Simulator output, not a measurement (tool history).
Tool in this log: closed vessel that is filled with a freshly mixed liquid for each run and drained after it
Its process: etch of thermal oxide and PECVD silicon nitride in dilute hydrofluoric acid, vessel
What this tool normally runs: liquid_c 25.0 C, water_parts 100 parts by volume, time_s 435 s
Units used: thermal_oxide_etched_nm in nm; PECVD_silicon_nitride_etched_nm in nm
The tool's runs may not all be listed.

run    hour  liquid_c  water_parts  time_s  read-back film thickness of the thermal oxide reference wafer, read on the same gauge (nm)  read-back film thickness of the PECVD silicon nitride reference wafer, read on the same gauge (nm)  thermal_oxide_etched_nm  PECVD_silicon_nitride_etched_nm
  1     0.0      25.0          100     435                                                                                      110.05                                                                                              119.22                    18.44                             7.69
  2   210.0      25.0          100     555                                                                                      109.28                                                                                              118.41                    23.11                             9.69
  3   245.1      23.0           85     435                                                                                      109.18                                                                                              118.30                    20.19                             7.86
      249.7  -- hydrofluoric acid flow meter replaced
      357.9  -- thermometer replaced
  4   375.1      23.0           85     435                                                                                      108.79                                                                                              117.88                    19.91                             7.85
  5   406.8      23.0           85     435                                                                                      108.73                                                                                              117.79                    20.09                             7.78
  6   586.9      25.0          100     640                                                                                      108.30                                                                                              117.32                    26.69                            11.18
  7   641.8      25.0          100     435                                                                                      108.18                                                                                              117.17                    18.16                             7.56
  8   818.0      29.5          100     435                                                                                      107.87                                                                                              116.85                    21.24                            10.12
      837.2  -- hydrofluoric acid flow meter replaced
  9   863.2      29.5          140     335                                                                                      107.77                                                                                              116.76                    11.27                             5.56
 10   930.4      26.5          100     580                                                                                      107.69                                                                                              116.67                    25.28                            11.05
 11   995.3      23.0          150     205                                                                                      107.58                                                                                              116.58                     4.88                             2.09
 12  1036.8      25.0          100     435                                                                                      107.53                                                                                              116.48                    18.04                             7.47
 13  1074.4      25.0          100     435                                                                                      107.49                                                                                              116.45                    17.82                             7.53
 14  1102.6      25.0          100     245                                                                                      107.47                                                                                              116.40                    10.22                             4.19
     1135.2  -- gauge calibrated
 15  1139.5      29.0          115     310                                                                                      119.39                                                                                              129.33                    13.95                             6.69
 16  1183.5      22.0          100     680                                                                                      118.72                                                                                              128.64                    27.84                            10.67
 17  1213.0      25.0          125     435                                                                                      118.32                                                                                              128.22                    15.33                             6.63
 18  1284.5      28.5          120     595                                                                                      117.37                                                                                              127.17                    25.08                            11.69
 19  1330.9      25.0          100     435                                                                                      116.81                                                                                              126.52                    19.29                             8.12
 20  1375.7      23.0          100     185                                                                                      116.27                                                                                              125.95                     7.63                             3.02
 21  1415.2      23.0           80     240                                                                                      115.81                                                                                              125.44                    12.55                             4.89
 22  1452.4      25.0          100     245                                                                                      115.39                                                                                              125.01                    10.87                             4.55
     1490.4  -- hydrofluoric acid flow meter replaced
 23  1490.9      27.5          100     680                                                                                      114.97                                                                                              124.58                    33.44                            14.79
 24  1533.5      25.0          100     435                                                                                      114.57                                                                                              124.08                    19.01                             8.02
 25  1582.7      22.0          100     435                                                                                      114.09                                                                                              123.55                    17.08                             6.55
 26  1653.5      28.0          100     645                                                                                      113.44                                                                                              122.91                    31.20                            14.19

3 ways to go on from here, each from the tool as it stands after run 26. What would each give?
  A  1654.3      25.0          100     435                                                                                           ?                                                                                                   ?                        ?                                ?
  B  1654.3      27.5          100     435                                                                                           ?                                                                                                   ?                        ?                                ?
  C  1654.3      25.0          100     360                                                                                           ?                                                                                                   ?                        ?                                ?

run  read-back film thickness of the thermal oxide reference wafer, read on the same gauge (nm)  read-back film thickness of the PECVD silicon nitride reference wafer, read on the same gauge (nm)  thermal_oxide_etched_nm  PECVD_silicon_nitride_etched_nm
  A                                                                                      113.47                                                                                              122.87                    18.65                             7.95
  B                                                                                      113.47                                                                                              122.87                    20.55                             9.35
  C                                                                                      113.47                                                                                              122.87                    15.43                             6.58
Had the tool no hidden state, the same runs would have come out as:
run  thermal_oxide_etched_nm  PECVD_silicon_nitride_etched_nm
  A                    19.73                             8.41
  B                    21.74                             9.89
  C                    16.33                             6.96

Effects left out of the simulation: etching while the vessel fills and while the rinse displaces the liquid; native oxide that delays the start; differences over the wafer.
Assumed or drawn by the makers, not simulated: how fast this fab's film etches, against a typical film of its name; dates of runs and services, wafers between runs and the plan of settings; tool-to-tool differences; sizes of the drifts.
